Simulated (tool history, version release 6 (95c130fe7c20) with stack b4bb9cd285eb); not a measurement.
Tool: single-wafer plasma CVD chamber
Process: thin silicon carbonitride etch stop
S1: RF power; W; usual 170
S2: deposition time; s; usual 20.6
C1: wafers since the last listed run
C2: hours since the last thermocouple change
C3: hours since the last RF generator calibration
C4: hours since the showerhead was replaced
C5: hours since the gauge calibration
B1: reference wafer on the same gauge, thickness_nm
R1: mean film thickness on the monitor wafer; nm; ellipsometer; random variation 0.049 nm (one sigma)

run	day	S1	S2	C1	C2	C3	C4	C5	B1	R1
1	0	170	20.6	0	437.1	760.1	3172.4	1247.1	9.407	11.516
2	2.754	170	20.6	2046	503.2	826.2	3238.5	1313.2	9.395	11.449
3	6.192	170	20.6	2553	585.7	908.7	3321	1395.7	9.41	11.421
4	15.75	155	20.6	7101	815.1	1138.1	3550.4	1625.1	9.416	11.192
5	19.325	155	20.6	2655	900.9	1223.9	3636.2	1710.9	9.386	11.127
6	30.688	155	20.6	8441	1173.6	1496.6	3908.9	1983.6	9.413	11.056
7	34.517	170	18.3	2844	1265.5	1588.5	4000.8	2075.5	9.392	10.047
8	38.433	170	21.9	2909	1359.5	1682.5	4094.8	2169.5	9.415	11.981
9	40.725	170	21.9	1702	1414.5	1737.5	4149.8	2224.5	9.389	12.09
10	42.775	175	18.2	1522	1463.7	1786.7	4199	2273.7	9.4	10.116
11	45.092	175	18.2	1721	1519.3	1842.3	4254.6	2329.3	9.389	10.14
12	49.429	170	22.9	3222	1623.4	1946.4	4358.7	2433.4	9.385	12.593
13	53.492	170	20.6	3018	1720.9	2043.9	4456.2	2530.9	9.405	11.257
14	56.567	170	20.6	2284	1794.7	2117.7	4530	2604.7	9.395	11.281
# day 58.138: gauge calibrated
15	59.521	185	20.6	2194	1865.6	2188.6	4600.9	33.2	9.4	11.526
# day 61.633: showerhead replaced
16	63.917	145	19.5	3018	1971.1	2294.1	54.8	138.7	9.406	10.299
17	66.612	195	21.8	2002	2035.8	2358.8	119.5	203.4	9.394	12.239
18	70.083	170	20.6	2578	2119.1	2442.1	202.8	286.7	9.404	11.193
19	74.438	150	24.4	3234	2223.6	2546.6	307.3	391.2	9.394	12.809
# day 76.412: RF generator calibrated
# day 76.762: thermocouple changed; heater temperature recalibrated
20	78.262	170	23.3	2346	36	44.4	399.1	483	9.394	13.043
21	80.354	170	20.6	1553	86.2	94.6	449.3	533.2	9.398	11.481
22	84.138	140	20.6	2810	177	185.4	540.1	624	9.418	10.953
23	87.333	145	18.5	2374	253.7	262.1	616.8	700.7	9.407	9.917
24	90.7	185	19.5	2501	334.5	342.9	697.6	781.5	9.407	11.068
25	92.433	170	20.6	1287	376.1	384.5	739.2	823.1	9.388	11.422
26	94.2	170	20.6	1312	418.5	426.9	781.6	865.5	9.396	11.377
27	98.208	180	19.4	2977	514.7	523.1	877.8	961.7	9.404	10.967

Forecast each of these 5 alternatives for the next run:
A	98.225	170	20.6	12	515.1	523.5	878.2	962.1	?	?
B	98.225	145	22.8	12	515.1	523.5	878.2	962.1	?	?
C	98.225	155	17.4	12	515.1	523.5	878.2	962.1	?	?
D	98.225	185	22	12	515.1	523.5	878.2	962.1	?	?
E	98.225	160	24.6	12	515.1	523.5	878.2	962.1	?	?

run	B1	R1
A	9.398	11.494
B	9.398	12.207
C	9.398	9.477
D	9.398	12.551
E	9.398	13.51
Without the tool's hidden state the same runs would have given:
run	R1
A	11.528
B	12.243
C	9.505
D	12.588
E	13.55

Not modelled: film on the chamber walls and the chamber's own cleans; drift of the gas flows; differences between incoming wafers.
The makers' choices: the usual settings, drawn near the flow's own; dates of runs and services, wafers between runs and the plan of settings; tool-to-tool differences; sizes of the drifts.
